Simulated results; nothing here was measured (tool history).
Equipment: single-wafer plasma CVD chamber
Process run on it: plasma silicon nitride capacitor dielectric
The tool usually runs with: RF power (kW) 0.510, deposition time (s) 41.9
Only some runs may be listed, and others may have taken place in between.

| run | hour | RF power (kW) | deposition time (s) | read-back reference wafer on the same gauge, thickness_nm | mean film thickness on the monitor wafer (nm) |
|---|---|---|---|---|---|
| 1 | 0.0 | 0.510 | 41.9 | 67.966 | 65.604 |
| 2 | 33.6 | 0.510 | 41.9 | 67.872 | 65.514 |
| 3 | 56.3 | 0.510 | 41.9 | 67.890 | 65.713 |
| 4 | 76.8 | 0.510 | 46.7 | 67.905 | 72.880 |
| 5 | 96.9 | 0.510 | 41.9 | 67.901 | 65.320 |
| 6 | 125.7 | 0.510 | 41.9 | 67.893 | 65.533 |
| 7 | 161.4 | 0.510 | 41.9 | 67.903 | 65.230 |
| 8 | 176.2 | 0.510 | 41.9 | 67.950 | 65.499 |
| 9 | 201.2 | 0.585 | 46.2 | 67.829 | 76.032 |
| 10 | 220.1 | 0.510 | 41.9 | 67.879 | 65.374 |
| 11 | 246.5 | 0.510 | 41.9 | 67.943 | 65.355 |
|  | 251.9 | gauge calibrated |
|  | 277.7 | showerhead replaced |
| 12 | 279.5 | 0.510 | 41.9 | 67.906 | 65.183 |
|  | 306.8 | RF generator calibrated |
| 13 | 308.1 | 0.510 | 41.9 | 67.911 | 66.437 |
| 14 | 337.6 | 0.510 | 41.9 | 67.938 | 66.424 |
| 15 | 355.6 | 0.510 | 41.9 | 67.914 | 66.824 |
| 16 | 375.1 | 0.465 | 49.8 | 67.953 | 76.615 |
| 17 | 388.8 | 0.420 | 36.9 | 67.934 | 54.297 |
| 18 | 403.0 | 0.535 | 41.9 | 67.892 | 67.878 |
| 19 | 483.5 | 0.510 | 41.9 | 67.874 | 66.603 |
| 20 | 501.4 | 0.585 | 45.8 | 67.874 | 76.416 |
| 21 | 535.9 | 0.410 | 34.4 | 67.948 | 50.275 |
| 22 | 550.2 | 0.510 | 41.9 | 67.900 | 66.345 |
| 23 | 563.0 | 0.420 | 38.8 | 67.841 | 57.204 |
| 24 | 598.9 | 0.595 | 35.7 | 67.941 | 60.000 |
| 25 | 611.8 | 0.510 | 41.9 | 67.872 | 66.351 |
| 26 | 638.1 | 0.570 | 39.1 | 67.848 | 64.498 |
|  | 671.0 | gauge calibrated |
| 27 | 673.4 | 0.510 | 41.9 | 67.990 | 66.828 |
| 28 | 700.2 | 0.470 | 39.5 | 67.841 | 61.076 |
| 29 | 720.6 | 0.510 | 46.2 | 67.897 | 73.471 |
| 30 | 755.3 | 0.600 | 38.4 | 67.940 | 64.531 |
| 31 | 769.8 | 0.420 | 44.5 | 67.881 | 65.607 |

Some steps in mean film thickness on the monitor wafer (nm), run to run, broken into two amounts with sign: the step expected even without the hidden condition (settings, incoming material, random variation), and the rest, left for the hidden condition together with whatever gauge scatter is not in both the measured and the hidden-condition-free result:
Hidden state present: delivered RF power above the setpoint (%); gauge reads high (%).
Run 8 -> 9: RF power (kW) 0.510 -> 0.585, deposition time (s) 41.9 -> 46.2. mean film thickness on the monitor wafer (nm) +10.533: hidden state -0.271, all else +10.804.
Run 9 -> 10: RF power (kW) 0.585 -> 0.510, deposition time (s) 46.2 -> 41.9. mean film thickness on the monitor wafer (nm) -10.658: hidden state +0.196, all else -10.854.
Run 12 -> 13: RF generator calibrated. mean film thickness on the monitor wafer (nm) +1.254: hidden state +1.302, all else -0.048.
Run 16 -> 17: RF power (kW) 0.465 -> 0.420, deposition time (s) 49.8 -> 36.9. mean film thickness on the monitor wafer (nm) -22.318: hidden state +0.083, all else -22.401.
Run 20 -> 21: RF power (kW) 0.585 -> 0.410, deposition time (s) 45.8 -> 34.4. mean film thickness on the monitor wafer (nm) -26.141: hidden state +0.100, all else -26.241.
Run 21 -> 22: RF power (kW) 0.410 -> 0.510, deposition time (s) 34.4 -> 41.9. mean film thickness on the monitor wafer (nm) +16.070: hidden state -0.070, all else +16.140.
